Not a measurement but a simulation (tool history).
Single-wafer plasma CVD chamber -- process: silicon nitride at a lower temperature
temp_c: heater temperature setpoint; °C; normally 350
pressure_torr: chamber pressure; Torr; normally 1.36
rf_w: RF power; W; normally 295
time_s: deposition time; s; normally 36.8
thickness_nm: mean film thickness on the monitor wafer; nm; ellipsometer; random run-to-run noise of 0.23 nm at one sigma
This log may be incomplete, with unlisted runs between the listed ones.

| run | hour | temp_c | pressure_torr | rf_w | time_s | wafers since the last listed run | hours since the last thermocouple change | hours since the last RF generator calibration | hours since the last manometer calibration | hours since the showerhead was replaced | hours since the gauge calibration | read-back reference wafer on the same gauge, thickness_nm | thickness_nm |
|---|---|---|---|---|---|---|---|---|---|---|---|---|---|
| 1 | 0 | 350 | 1.36 | 295 | 36.8 | 0 | 2214.5 | 1811.3 | 2403.5 | 3164.3 | 677.9 | 39.528 | 39.264 |
| 2 | 32.9 | 350 | 1.36 | 295 | 36.8 | 696 | 2247.4 | 1844.2 | 2436.4 | 3197.2 | 710.8 | 39.523 | 39.435 |
| 3 | 96.2 | 350 | 1.36 | 295 | 36.8 | 1340 | 2310.7 | 1907.5 | 2499.7 | 3260.5 | 774.1 | 39.531 | 39.201 |
|  | 107.6 | showerhead replaced, of another model than before |
| 4 | 114.6 | 350 | 1.36 | 295 | 36.8 | 220 | 2329.1 | 1925.9 | 2518.1 | 7 | 792.5 | 39.477 | 40.82 |
| 5 | 149.2 | 350 | 1.36 | 295 | 36.8 | 732 | 2363.7 | 1960.5 | 2552.7 | 41.6 | 827.1 | 39.536 | 40.573 |
| 6 | 177.7 | 350 | 1.36 | 295 | 36.8 | 603 | 2392.2 | 1989 | 2581.2 | 70.1 | 855.6 | 39.456 | 40.521 |
|  | 178.3 | gauge calibrated |
| 7 | 199.8 | 350 | 1.36 | 295 | 36.8 | 467 | 2414.3 | 2011.1 | 2603.3 | 92.2 | 21.5 | 39.524 | 40.816 |
| 8 | 233 | 350 | 1.36 | 295 | 36.8 | 702 | 2447.5 | 2044.3 | 2636.5 | 125.4 | 54.7 | 39.506 | 40.395 |
| 9 | 250.9 | 350 | 1.13 | 295 | 36.8 | 378 | 2465.4 | 2062.2 | 2654.4 | 143.3 | 72.6 | 39.48 | 39.282 |
| 10 | 272.6 | 350 | 1.36 | 295 | 36.8 | 459 | 2487.1 | 2083.9 | 2676.1 | 165 | 94.3 | 39.495 | 40.236 |
|  | 288.8 | thermocouple changed; heater temperature recalibrated |
|  | 300.8 | capacitance manometer re-zeroed and calibrated |
| 11 | 301.3 | 350 | 1.36 | 265 | 36.8 | 268 | 12.5 | 2112.6 | 0.5 | 193.7 | 123 | 39.451 | 38.369 |
| 12 | 327.6 | 350 | 1.36 | 240 | 31.7 | 556 | 38.8 | 2138.9 | 26.8 | 220 | 149.3 | 39.502 | 31.633 |
| 13 | 342.4 | 339 | 1.02 | 240 | 36.8 | 313 | 53.6 | 2153.7 | 41.6 | 234.8 | 164.1 | 39.54 | 34.766 |
| 14 | 359.9 | 350 | 1.36 | 335 | 41.5 | 370 | 71.1 | 2171.2 | 59.1 | 252.3 | 181.6 | 39.493 | 48.763 |
| 15 | 379 | 350 | 1.36 | 295 | 36.8 | 404 | 90.2 | 2190.3 | 78.2 | 271.4 | 200.7 | 39.526 | 40.836 |
| 16 | 403.5 | 350 | 1.36 | 295 | 36.8 | 518 | 114.7 | 2214.8 | 102.7 | 295.9 | 225.2 | 39.512 | 40.566 |
| 17 | 429.4 | 350 | 1.36 | 295 | 36.8 | 548 | 140.6 | 2240.7 | 128.6 | 321.8 | 251.1 | 39.535 | 40.558 |
| 18 | 457.8 | 350 | 1.36 | 295 | 36.8 | 601 | 169 | 2269.1 | 157 | 350.2 | 279.5 | 39.49 | 40.576 |
| 19 | 479.9 | 350 | 1.36 | 240 | 31.7 | 467 | 191.1 | 2291.2 | 179.1 | 372.3 | 301.6 | 39.474 | 31.494 |
| 20 | 494.5 | 357 | 1.12 | 295 | 36.8 | 309 | 205.7 | 2305.8 | 193.7 | 386.9 | 316.2 | 39.478 | 38.906 |
| 21 | 519.9 | 350 | 1.36 | 295 | 36.8 | 537 | 231.1 | 2331.2 | 219.1 | 412.3 | 341.6 | 39.478 | 40.777 |
|  | 563.1 | RF generator calibrated |
| 22 | 620.7 | 350 | 1.6 | 295 | 36.8 | 1964 | 331.9 | 57.6 | 319.9 | 513.1 | 442.4 | 39.544 | 43.798 |
| 23 | 651.4 | 350 | 1.65 | 340 | 43.7 | 649 | 362.6 | 88.3 | 350.6 | 543.8 | 473.1 | 39.52 | 55.758 |
| 24 | 675.2 | 362 | 1.36 | 295 | 36.8 | 503 | 386.4 | 112.1 | 374.4 | 567.6 | 496.9 | 39.495 | 41.964 |
| 25 | 771.4 | 350 | 1.36 | 250 | 36.8 | 2036 | 482.6 | 208.3 | 470.6 | 663.8 | 593.1 | 39.506 | 39.005 |
| 26 | 796.3 | 350 | 1.36 | 295 | 36.8 | 527 | 507.5 | 233.2 | 495.5 | 688.7 | 618 | 39.492 | 41.831 |
| 27 | 814.2 | 350 | 1.36 | 350 | 33.1 | 378 | 525.4 | 251.1 | 513.4 | 706.6 | 635.9 | 39.484 | 40.824 |

Selected run-to-run steps in thickness_nm, each split into two signed amounts: the part the tool would show with no hidden state at all (from settings, incoming material and random variation), and the remainder, which goes to the hidden state together with any gauge scatter not common to the measured and the hidden-state-free results:
The tool's hidden condition here consists of: wafer temperature above the value expected at the setpoint (K); delivered RF power above the setpoint (%); true pressure above the setpoint (%); gauge reads high (%).
Run 3 -> 4: showerhead replaced, of another model than before. thickness_nm +1.619 nm: hidden state +1.208, all else +0.411.
Run 13 -> 14: temp_c 339 -> 350, pressure_torr 1.02 -> 1.36, rf_w 240 -> 335, time_s 36.8 -> 41.5. thickness_nm +13.997 nm: hidden state -0.528, all else +14.525.
Run 21 -> 22: pressure_torr 1.36 -> 1.6, RF generator calibrated. thickness_nm +3.021 nm: hidden state +1.7, all else +1.321.
Run 23 -> 24: temp_c 350 -> 362, pressure_torr 1.65 -> 1.36, rf_w 340 -> 295, time_s 43.7 -> 36.8. thickness_nm -13.794 nm: hidden state +0.029, all else -13.823.
